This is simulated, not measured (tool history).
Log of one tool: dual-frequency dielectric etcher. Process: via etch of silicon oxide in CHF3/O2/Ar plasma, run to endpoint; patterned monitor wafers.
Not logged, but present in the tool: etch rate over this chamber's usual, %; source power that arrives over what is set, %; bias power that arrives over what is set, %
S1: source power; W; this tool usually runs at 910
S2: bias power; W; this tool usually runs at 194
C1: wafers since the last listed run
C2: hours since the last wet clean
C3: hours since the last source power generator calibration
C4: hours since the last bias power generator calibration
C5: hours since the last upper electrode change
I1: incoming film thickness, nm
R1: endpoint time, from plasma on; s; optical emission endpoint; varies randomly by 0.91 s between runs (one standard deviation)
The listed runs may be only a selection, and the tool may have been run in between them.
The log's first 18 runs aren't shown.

-- hour=1190.8 bias power generator calibrated
run 19 hour=1193.2 | S1=840 S2=217 | C1=361 C2=290.6 C3=461.3 C4=2.4 C5=549.6 | I1=634.2 | R1=230.6
run 20 hour=1225.3 | S1=910 S2=173 | C1=181 C2=322.7 C3=493.4 C4=34.5 C5=581.7 | I1=645.3 | R1=245.3
run 21 hour=1260.0 | S1=730 S2=194 | C1=196 C2=357.4 C3=528.1 C4=69.2 C5=616.4 | I1=635.8 | R1=252.1
run 22 hour=1327.6 | S1=1110 S2=160 | C1=383 C2=425.0 C3=595.7 C4=136.8 C5=684.0 | I1=636.9 | R1=228.8
-- hour=1394.0 wet clean of the chamber
run 23 hour=1394.5 | S1=970 S2=242 | C1=243 C2=0.5 C3=662.6 C4=203.7 C5=750.9 | I1=638.1 | R1=210.6
run 24 hour=1446.4 | S1=910 S2=194 | C1=294 C2=52.4 C3=714.5 C4=255.6 C5=802.8 | I1=642.4 | R1=234.1
run 25 hour=1517.4 | S1=1070 S2=225 | C1=402 C2=123.4 C3=785.5 C4=326.6 C5=873.8 | I1=637.7 | R1=207.4
run 26 hour=1558.0 | S1=910 S2=194 | C1=230 C2=164.0 C3=826.1 C4=367.2 C5=914.4 | I1=639.2 | R1=233.9
run 27 hour=1770.9 | S1=1010 S2=158 | C1=1206 C2=376.9 C3=1039.0 C4=580.1 C5=1127.3 | I1=635.6 | R1=239.1
run 28 hour=1837.9 | S1=910 S2=231 | C1=379 C2=443.9 C3=1106.0 C4=647.1 C5=1194.3 | I1=637.0 | R1=218.5
-- hour=1880.8 wet clean of the chamber
run 29 hour=1905.0 | S1=910 S2=194 | C1=244 C2=24.2 C3=1173.1 C4=714.2 C5=1261.4 | I1=640.5 | R1=232.3
run 30 hour=1972.9 | S1=970 S2=178 | C1=384 C2=92.1 C3=1241.0 C4=782.1 C5=1329.3 | I1=630.2 | R1=229.6
run 31 hour=2004.5 | S1=720 S2=225 | C1=179 C2=123.7 C3=1272.6 C4=813.7 C5=1360.9 | I1=642.4 | R1=243.5
run 32 hour=2049.6 | S1=690 S2=194 | C1=255 C2=168.8 C3=1317.7 C4=858.8 C5=1406.0 | I1=641.9 | R1=259.8

Alternative continuations, all from the tool just after run 32; predict every row:
run A hour=2050.1 | S1=850 S2=194 | C1=2 C2=169.3 C3=1318.2 C4=859.3 C5=1406.5 | I1=638.0 | R1=?
run B hour=2050.1 | S1=1000 S2=207 | C1=2 C2=169.3 C3=1318.2 C4=859.3 C5=1406.5 | I1=638.0 | R1=?
run C hour=2050.1 | S1=770 S2=175 | C1=2 C2=169.3 C3=1318.2 C4=859.3 C5=1406.5 | I1=638.0 | R1=?

run=A R1=238.3
run=B R1=218.9
run=C R1=256.4
Stripped of hidden state, with their random variation kept, the same runs would have yielded:
run=A R1=242.6
run=B R1=222.9
run=C R1=261.1
